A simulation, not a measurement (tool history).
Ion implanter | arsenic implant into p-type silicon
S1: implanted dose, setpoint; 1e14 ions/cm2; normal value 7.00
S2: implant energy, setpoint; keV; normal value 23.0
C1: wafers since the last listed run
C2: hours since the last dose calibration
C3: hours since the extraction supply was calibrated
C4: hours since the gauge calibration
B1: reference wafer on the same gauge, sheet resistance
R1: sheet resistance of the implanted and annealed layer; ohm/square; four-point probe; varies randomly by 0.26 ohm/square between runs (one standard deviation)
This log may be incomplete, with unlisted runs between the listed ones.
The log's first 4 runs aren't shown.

run     day    S1    S2    C1      C2      C3      C4      B1      R1
  5  10.712  6.02  27.5  1088   936.8  5510.5   977.8  190.99  187.14
  6  13.554  6.02  27.5  1645  1005.0  5578.7  1046.0  191.14  187.11
     15.738  -- Faraday cup replaced and dose calibrated
  7  15.758  5.42  23.0  1083     0.5  5631.6  1098.9  190.94  210.56
  8  18.154  5.42  23.0  1387    58.0  5689.1  1156.4  190.94  209.92
  9  21.096  5.42  23.0  1703   128.6  5759.7  1227.0  191.06  209.84
 10  23.888  7.00  23.0  1616   195.6  5826.7  1294.0  191.10  173.44
 11  25.967  7.00  23.0  1204   245.5  5876.6  1343.9  190.92  172.86
     27.838  -- extraction supply calibrated
 12  33.912  7.00  28.5  4408   436.2   145.8  1534.6  191.06  167.05
 13  35.625  7.00  23.0   991   477.3   186.9  1575.7  190.89  172.31
 14  37.838  7.00  23.0  1281   530.4   240.0  1628.8  191.04  171.82
 15  40.342  7.00  23.0  1450   590.5   300.1  1688.9  191.00  172.03
     41.738  -- gauge calibrated
 16  43.162  5.28  25.5  1633   658.2   367.8    34.2  190.97  208.42
 17  45.362  8.91  16.5  1274   711.0   420.6    87.0  191.00  152.62
 18  46.538  5.00  20.0   680   739.2   448.8   115.2  191.03  225.04
 19  49.058  7.00  23.0  1459   799.7   509.3   175.7  190.99  171.79
 20  50.371  5.94  15.0   760   831.2   540.8   207.2  190.99  203.89
 21  52.662  7.00  23.0  1327   886.2   595.8   262.2  191.08  171.27
 22  55.183  4.99  17.0  1459   946.7   656.3   322.7  191.02  228.66

For run 23, what comes out?
 23  57.621  6.47  23.0  1411  1005.2  714.8  381.2   ?   ?

{"run 23": {"B1": 190.95, "R1": 181.21}}
On a tool with no hidden condition, and with the same random variation, this run would have come out at R1 185.44 ohm/square.
